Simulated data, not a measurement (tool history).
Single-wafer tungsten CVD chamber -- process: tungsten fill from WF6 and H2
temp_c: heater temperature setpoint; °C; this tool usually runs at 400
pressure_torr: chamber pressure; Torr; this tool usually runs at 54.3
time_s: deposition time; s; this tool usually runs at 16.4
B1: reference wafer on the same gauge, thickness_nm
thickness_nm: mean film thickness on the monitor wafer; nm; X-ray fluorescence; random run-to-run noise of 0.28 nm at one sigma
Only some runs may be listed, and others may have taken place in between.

Run 1, hour 0.0: usual settings but pressure_torr 51.5 Torr; B1 57.751. Result: thickness_nm 63.906 nm.
Run 2, hour 9.0: usual settings; B1 57.641. Result: thickness_nm 65.497 nm.
Run 3, hour 16.7: usual settings; B1 57.566. Result: thickness_nm 65.928 nm.
Run 4, hour 26.0: usual settings; B1 57.675. Result: thickness_nm 66.167 nm.
Run 5, hour 34.2: usual settings but temp_c 406 °C; B1 57.732. Result: thickness_nm 72.569 nm.
Run 6, hour 45.8: usual settings; B1 57.519. Result: thickness_nm 66.034 nm.
Run 7, hour 54.5: usual settings; B1 57.546. Result: thickness_nm 66.226 nm.
Run 8, hour 64.0: usual settings; B1 57.664. Result: thickness_nm 65.581 nm.
Run 9, hour 72.9: usual settings but temp_c 410 °C, pressure_torr 48.0 Torr; B1 57.618. Result: thickness_nm 72.017 nm.
Run 10, hour 88.3: usual settings but temp_c 410 °C, pressure_torr 48.0 Torr; B1 57.527. Result: thickness_nm 72.500 nm.
Run 11, hour 104.0: usual settings but time_s 15.6 s; B1 57.698. Result: thickness_nm 62.682 nm.
At hour 120.1: gauge calibrated.
Run 12, hour 139.8: usual settings but time_s 15.6 s; B1 57.665. Result: thickness_nm 62.364 nm.
Run 13, hour 148.6: usual settings; B1 57.491. Result: thickness_nm 65.757 nm.
At hour 168.6: showerhead replaced.
Run 14, hour 169.1: usual settings; B1 57.550. Result: thickness_nm 65.610 nm.
Run 15, hour 178.1: usual settings; B1 57.712. Result: thickness_nm 65.294 nm.
Run 16, hour 195.7: usual settings but pressure_torr 62.9 Torr; B1 57.611. Result: thickness_nm 70.706 nm.
Run 17, hour 202.2: usual settings; B1 57.635. Result: thickness_nm 65.194 nm.
At hour 211.3: capacitance manometer re-zeroed and calibrated.
Run 18, hour 218.4: usual settings but temp_c 396 °C, time_s 13.2 s; B1 57.710. Result: thickness_nm 51.329 nm.
Run 19, hour 228.9: usual settings; B1 57.611. Result: thickness_nm 68.150 nm.
Run 20, hour 239.8: usual settings; B1 57.659. Result: thickness_nm 68.142 nm.
Run 21, hour 253.1: usual settings but time_s 14.6 s; B1 57.632. Result: thickness_nm 60.852 nm.
Run 22, hour 265.9: usual settings but pressure_torr 50.8 Torr; B1 57.588. Result: thickness_nm 65.974 nm.
Run 23, hour 282.6: usual settings but temp_c 414 °C, pressure_torr 41.2 Torr; B1 57.575. Result: thickness_nm 73.123 nm.
At hour 298.0: thermocouple changed; heater temperature recalibrated.
Run 24, hour 298.5: usual settings but temp_c 391 °C, pressure_torr 49.2 Torr; B1 57.666. Result: thickness_nm 55.901 nm.
Run 25, hour 311.1: usual settings but temp_c 414 °C, pressure_torr 44.4 Torr; B1 57.629. Result: thickness_nm 75.592 nm.
Run 26, hour 323.9: usual settings but temp_c 387 °C, pressure_torr 63.8 Torr, time_s 14.8 s; B1 57.530. Result: thickness_nm 53.374 nm.
Run 27, hour 334.8: usual settings but temp_c 386 °C, pressure_torr 67.5 Torr, time_s 14.2 s; B1 57.500. Result: thickness_nm 51.890 nm.
Run 28, hour 347.5: usual settings but temp_c 412 °C, pressure_torr 43.9 Torr, time_s 19.2 s; B1 57.613. Result: thickness_nm 85.824 nm.
Run 29, hour 365.1: usual settings; B1 57.609. Result: thickness_nm 67.918 nm.
Run 30, hour 375.7: usual settings but temp_c 388 °C; B1 57.644. Result: thickness_nm 55.767 nm.
Run 31, hour 389.9: usual settings but temp_c 393 °C, pressure_torr 42.6 Torr, time_s 18.5 s; B1 57.585. Result: thickness_nm 60.091 nm.
Run 32, hour 396.3: usual settings but temp_c 408 °C; B1 57.599. Result: thickness_nm 76.659 nm.
Run 33, hour 411.9: usual settings but temp_c 414 °C, pressure_torr 44.4 Torr; B1 57.622. Result: thickness_nm 75.887 nm.
Run 34, hour 427.9: usual settings but temp_c 391 °C, pressure_torr 62.5 Torr, time_s 18.5 s; B1 57.581. Result: thickness_nm 70.162 nm.

Here are 4 independent what-if runs from the current tool condition. What would each one return?
Run A, hour 428.3: usual settings but pressure_torr 67.0 Torr; B1 ?. Result: thickness_nm ?.
Run B, hour 428.3: usual settings but temp_c 389 °C, pressure_torr 46.7 Torr, time_s 13.3 s; B1 ?. Result: thickness_nm ?.
Run C, hour 428.3: usual settings but temp_c 408 °C, pressure_torr 49.8 Torr, time_s 17.6 s; B1 ?. Result: thickness_nm ?.
Run D, hour 428.3: usual settings but temp_c 389 °C, time_s 18.2 s; B1 ?. Result: thickness_nm ?.

run      B1  thickness_nm
  A  57.520        75.443
  B  57.520        42.550
  C  57.520        79.206
  D  57.520        63.012
Had the tool no hidden state, the same runs would have come out as:
run  thickness_nm
  A        75.771
  B        42.747
  C        79.573
  D        63.296

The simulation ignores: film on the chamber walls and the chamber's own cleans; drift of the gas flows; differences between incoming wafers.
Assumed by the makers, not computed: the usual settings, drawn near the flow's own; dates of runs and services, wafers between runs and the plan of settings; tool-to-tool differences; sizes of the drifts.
